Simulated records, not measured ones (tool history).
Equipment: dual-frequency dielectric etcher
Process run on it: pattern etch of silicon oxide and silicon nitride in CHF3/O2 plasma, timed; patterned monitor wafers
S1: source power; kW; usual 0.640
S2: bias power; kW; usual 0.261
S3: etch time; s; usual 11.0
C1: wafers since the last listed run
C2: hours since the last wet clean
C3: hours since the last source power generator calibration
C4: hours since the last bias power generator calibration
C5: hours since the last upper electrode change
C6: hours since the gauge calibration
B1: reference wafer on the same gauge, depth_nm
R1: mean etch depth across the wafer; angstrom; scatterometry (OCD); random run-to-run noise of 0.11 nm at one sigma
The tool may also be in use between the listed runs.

run	hour	S1	S2	S3	C1	C2	C3	C4	C5	C6	B1	R1
1	0.0	0.640	0.261	11.0	0	243.1	2423.3	753.6	1338.2	112.7	17.63	193.0
2	49.5	0.640	0.261	11.0	774	292.6	2472.8	803.1	1387.7	162.2	17.62	194.2
3	100.5	0.640	0.261	11.0	797	343.6	2523.8	854.1	1438.7	213.2	17.60	193.6
# hour 152.9: wet clean of the chamber
4	157.4	0.640	0.261	11.0	514	4.5	2580.7	911.0	1495.6	270.1	17.56	194.2
5	219.8	0.520	0.261	11.0	975	66.9	2643.1	973.4	1558.0	332.5	17.52	177.2
6	268.3	0.520	0.261	11.0	758	115.4	2691.6	1021.9	1606.5	381.0	17.52	177.7
7	341.3	0.640	0.261	11.0	1141	188.4	2764.6	1094.9	1679.5	454.0	17.48	192.8
# hour 534.8: wet clean of the chamber
8	568.5	0.640	0.261	11.0	3177	33.7	2991.8	1322.1	1906.7	681.2	17.37	191.3
9	672.8	0.640	0.261	11.0	1631	138.0	3096.1	1426.4	2011.0	785.5	17.30	190.7
10	752.7	0.640	0.261	11.0	1249	217.9	3176.0	1506.3	2090.9	865.4	17.27	188.3
11	796.5	0.640	0.261	11.0	684	261.7	3219.8	1550.1	2134.7	909.2	17.25	191.9
12	903.8	0.640	0.261	11.0	1678	369.0	3327.1	1657.4	2242.0	1016.5	17.19	190.7
# hour 938.2: wet clean of the chamber
13	971.0	0.740	0.297	13.5	675	32.8	3394.3	1724.6	2309.2	1083.7	17.16	259.1
# hour 987.4: bias power generator calibrated
14	1027.4	0.560	0.261	11.0	819	89.2	3450.7	40.0	2365.6	1140.1	17.10	179.3
15	1100.0	0.520	0.261	11.0	1135	161.8	3523.3	112.6	2438.2	1212.7	17.09	173.2
# hour 1115.0: gauge calibrated
16	1180.7	0.640	0.198	9.0	1262	242.5	3604.0	193.3	2518.9	65.7	17.57	138.2
17	1241.6	0.710	0.298	13.0	952	303.4	3664.9	254.2	2579.8	126.6	17.54	252.6
# hour 1291.2: wet clean of the chamber
# hour 1311.6: upper electrode replaced
18	1312.1	0.500	0.261	13.5	407	20.9	3735.4	324.7	0.5	197.1	17.48	213.6
19	1355.5	0.690	0.210	13.5	678	64.3	3778.8	368.1	43.9	240.5	17.48	221.1
# hour 1529.0: source power generator calibrated
20	1646.4	0.640	0.261	11.0	4486	355.2	117.4	659.0	334.8	531.4	17.34	191.9
# hour 1694.4: wet clean of the chamber
21	1728.6	0.640	0.261	11.0	910	34.2	199.6	741.2	417.0	613.6	17.31	191.5
22	1771.5	0.640	0.308	11.0	670	77.1	242.5	784.1	459.9	656.5	17.30	206.2
23	1847.6	0.500	0.231	8.5	1190	153.2	318.6	860.2	536.0	732.6	17.22	127.5
24	1954.8	0.640	0.261	11.0	1676	260.4	425.8	967.4	643.2	839.8	17.18	191.2
25	2019.8	0.640	0.261	13.0	1016	325.4	490.8	1032.4	708.2	904.8	17.18	224.2

Run-by-run hidden state of the tool:
etch rate over this chamber's usual, %: 0 across all the runs
source power that arrives over what is set, %: 0 across all the runs
bias power that arrives over what is set, %: 0 across all the runs
H1: gauge reads high (%)
run	H1
1	0.214
2	0.0727
3	-0.0729
4	-0.235
5	-0.413
6	-0.552
7	-0.76
8	-1.41
9	-1.71
10	-1.93
11	-2.06
12	-2.36
13	-2.56
14	-2.72
15	-2.92
16	-0.142
17	-0.316
18	-0.517
19	-0.641
20	-1.47
21	-1.71
22	-1.83
23	-2.05
24	-2.35
25	-2.54
